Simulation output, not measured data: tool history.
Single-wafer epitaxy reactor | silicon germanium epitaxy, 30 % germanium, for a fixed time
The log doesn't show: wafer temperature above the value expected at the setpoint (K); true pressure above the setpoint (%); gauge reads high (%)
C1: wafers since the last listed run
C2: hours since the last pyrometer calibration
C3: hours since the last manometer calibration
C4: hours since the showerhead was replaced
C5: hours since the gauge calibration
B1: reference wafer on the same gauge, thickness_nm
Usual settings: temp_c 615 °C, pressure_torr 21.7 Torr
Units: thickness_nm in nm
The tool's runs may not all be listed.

run 1 hour=0.0 | temp_c=615 pressure_torr=21.7 | C1=0 C2=1380.2 C3=1972.8 C4=3668.0 C5=190.2 | B1=77.170 | thickness_nm=86.420
run 2 hour=10.1 | temp_c=615 pressure_torr=21.7 | C1=232 C2=1390.3 C3=1982.9 C4=3678.1 C5=200.3 | B1=77.193 | thickness_nm=86.446
run 3 hour=22.8 | temp_c=615 pressure_torr=20.5 | C1=292 C2=1403.0 C3=1995.6 C4=3690.8 C5=213.0 | B1=77.127 | thickness_nm=84.832
run 4 hour=36.3 | temp_c=615 pressure_torr=20.5 | C1=310 C2=1416.5 C3=2009.1 C4=3704.3 C5=226.5 | B1=77.251 | thickness_nm=84.942
run 5 hour=52.0 | temp_c=615 pressure_torr=20.5 | C1=361 C2=1432.2 C3=2024.8 C4=3720.0 C5=242.2 | B1=77.204 | thickness_nm=84.356
run 6 hour=63.2 | temp_c=604 pressure_torr=21.7 | C1=257 C2=1443.4 C3=2036.0 C4=3731.2 C5=253.4 | B1=77.220 | thickness_nm=72.382
-- hour=75.9 capacitance manometer re-zeroed and calibrated
run 7 hour=76.4 | temp_c=615 pressure_torr=21.7 | C1=119 C2=1456.6 C3=0.5 C4=3744.4 C5=266.6 | B1=77.211 | thickness_nm=86.427
run 8 hour=81.8 | temp_c=615 pressure_torr=21.7 | C1=124 C2=1462.0 C3=5.9 C4=3749.8 C5=272.0 | B1=77.167 | thickness_nm=86.377
run 9 hour=90.0 | temp_c=615 pressure_torr=21.7 | C1=188 C2=1470.2 C3=14.1 C4=3758.0 C5=280.2 | B1=77.254 | thickness_nm=86.079
run 10 hour=97.8 | temp_c=627 pressure_torr=23.0 | C1=179 C2=1478.0 C3=21.9 C4=3765.8 C5=288.0 | B1=77.256 | thickness_nm=106.062
run 11 hour=111.6 | temp_c=627 pressure_torr=23.0 | C1=317 C2=1491.8 C3=35.7 C4=3779.6 C5=301.8 | B1=77.193 | thickness_nm=106.013
run 12 hour=124.8 | temp_c=615 pressure_torr=21.7 | C1=303 C2=1505.0 C3=48.9 C4=3792.8 C5=315.0 | B1=77.153 | thickness_nm=86.278
run 13 hour=138.0 | temp_c=627 pressure_torr=18.4 | C1=303 C2=1518.2 C3=62.1 C4=3806.0 C5=328.2 | B1=77.194 | thickness_nm=98.177
run 14 hour=146.4 | temp_c=601 pressure_torr=25.8 | C1=193 C2=1526.6 C3=70.5 C4=3814.4 C5=336.6 | B1=77.199 | thickness_nm=73.377
run 15 hour=163.1 | temp_c=626 pressure_torr=25.4 | C1=384 C2=1543.3 C3=87.2 C4=3831.1 C5=353.3 | B1=77.172 | thickness_nm=108.092
run 16 hour=179.5 | temp_c=627 pressure_torr=24.7 | C1=377 C2=1559.7 C3=103.6 C4=3847.5 C5=369.7 | B1=77.203 | thickness_nm=108.368
run 17 hour=193.7 | temp_c=615 pressure_torr=21.7 | C1=326 C2=1573.9 C3=117.8 C4=3861.7 C5=383.9 | B1=77.236 | thickness_nm=86.282
run 18 hour=202.3 | temp_c=624 pressure_torr=19.8 | C1=197 C2=1582.5 C3=126.4 C4=3870.3 C5=392.5 | B1=77.167 | thickness_nm=95.906
run 19 hour=208.7 | temp_c=623 pressure_torr=21.7 | C1=147 C2=1588.9 C3=132.8 C4=3876.7 C5=398.9 | B1=77.220 | thickness_nm=97.610
run 20 hour=216.6 | temp_c=621 pressure_torr=17.5 | C1=181 C2=1596.8 C3=140.7 C4=3884.6 C5=406.8 | B1=77.174 | thickness_nm=87.600
run 21 hour=227.5 | temp_c=615 pressure_torr=21.7 | C1=250 C2=1607.7 C3=151.6 C4=3895.5 C5=417.7 | B1=77.161 | thickness_nm=85.941
run 22 hour=239.7 | temp_c=615 pressure_torr=24.9 | C1=280 C2=1619.9 C3=163.8 C4=3907.7 C5=429.9 | B1=77.234 | thickness_nm=90.227
-- hour=259.5 gauge calibrated
-- hour=272.6 showerhead replaced
run 23 hour=273.9 | temp_c=615 pressure_torr=25.3 | C1=602 C2=1654.1 C3=198.0 C4=1.3 C5=14.4 | B1=77.165 | thickness_nm=90.767
-- hour=283.7 pyrometer calibrated
run 24 hour=284.2 | temp_c=627 pressure_torr=18.6 | C1=52 C2=0.5 C3=208.3 C4=11.6 C5=24.7 | B1=77.197 | thickness_nm=107.907
run 25 hour=297.0 | temp_c=620 pressure_torr=16.9 | C1=294 C2=13.3 C3=221.1 C4=24.4 C5=37.5 | B1=77.212 | thickness_nm=93.615
run 26 hour=310.2 | temp_c=619 pressure_torr=17.1 | C1=303 C2=26.5 C3=234.3 C4=37.6 C5=50.7 | B1=77.218 | thickness_nm=92.088
run 27 hour=325.9 | temp_c=621 pressure_torr=17.7 | C1=361 C2=42.2 C3=250.0 C4=53.3 C5=66.4 | B1=77.194 | thickness_nm=96.126
run 28 hour=339.3 | temp_c=615 pressure_torr=18.2 | C1=308 C2=55.6 C3=263.4 C4=66.7 C5=79.8 | B1=77.146 | thickness_nm=88.067
run 29 hour=354.4 | temp_c=615 pressure_torr=21.7 | C1=347 C2=70.7 C3=278.5 C4=81.8 C5=94.9 | B1=77.210 | thickness_nm=93.262
run 30 hour=365.3 | temp_c=628 pressure_torr=16.4 | C1=250 C2=81.6 C3=289.4 C4=92.7 C5=105.8 | B1=77.195 | thickness_nm=103.344
run 31 hour=376.2 | temp_c=615 pressure_torr=21.7 | C1=250 C2=92.5 C3=300.3 C4=103.6 C5=116.7 | B1=77.211 | thickness_nm=93.040
run 32 hour=389.6 | temp_c=602 pressure_torr=19.4 | C1=308 C2=105.9 C3=313.7 C4=117.0 C5=130.1 | B1=77.176 | thickness_nm=72.788
run 33 hour=397.0 | temp_c=611 pressure_torr=17.8 | C1=170 C2=113.3 C3=321.1 C4=124.4 C5=137.5 | B1=77.252 | thickness_nm=81.717
run 34 hour=414.3 | temp_c=611 pressure_torr=16.3 | C1=397 C2=130.6 C3=338.4 C4=141.7 C5=154.8 | B1=77.185 | thickness_nm=78.782

Forecast each of these 5 alternatives for the next run:
run A hour=414.7 | temp_c=615 pressure_torr=21.7 | C1=9 C2=131.0 C3=338.8 C4=142.1 C5=155.2 | B1=? | thickness_nm=?
run B hour=414.7 | temp_c=625 pressure_torr=21.7 | C1=9 C2=131.0 C3=338.8 C4=142.1 C5=155.2 | B1=? | thickness_nm=?
run C hour=414.7 | temp_c=602 pressure_torr=17.0 | C1=9 C2=131.0 C3=338.8 C4=142.1 C5=155.2 | B1=? | thickness_nm=?
run D hour=414.7 | temp_c=615 pressure_torr=26.1 | C1=9 C2=131.0 C3=338.8 C4=142.1 C5=155.2 | B1=? | thickness_nm=?
run E hour=414.7 | temp_c=624 pressure_torr=24.9 | C1=9 C2=131.0 C3=338.8 C4=142.1 C5=155.2 | B1=? | thickness_nm=?

run=A B1=77.216 thickness_nm=92.847
run=B B1=77.216 thickness_nm=108.290
run=C B1=77.216 thickness_nm=69.681
run=D B1=77.216 thickness_nm=99.009
run=E B1=77.216 thickness_nm=111.865
Without the tool's hidden state the same runs would have given:
run=A thickness_nm=92.957
run=B thickness_nm=108.415
run=C thickness_nm=69.765
run=D thickness_nm=99.126
run=E thickness_nm=111.995
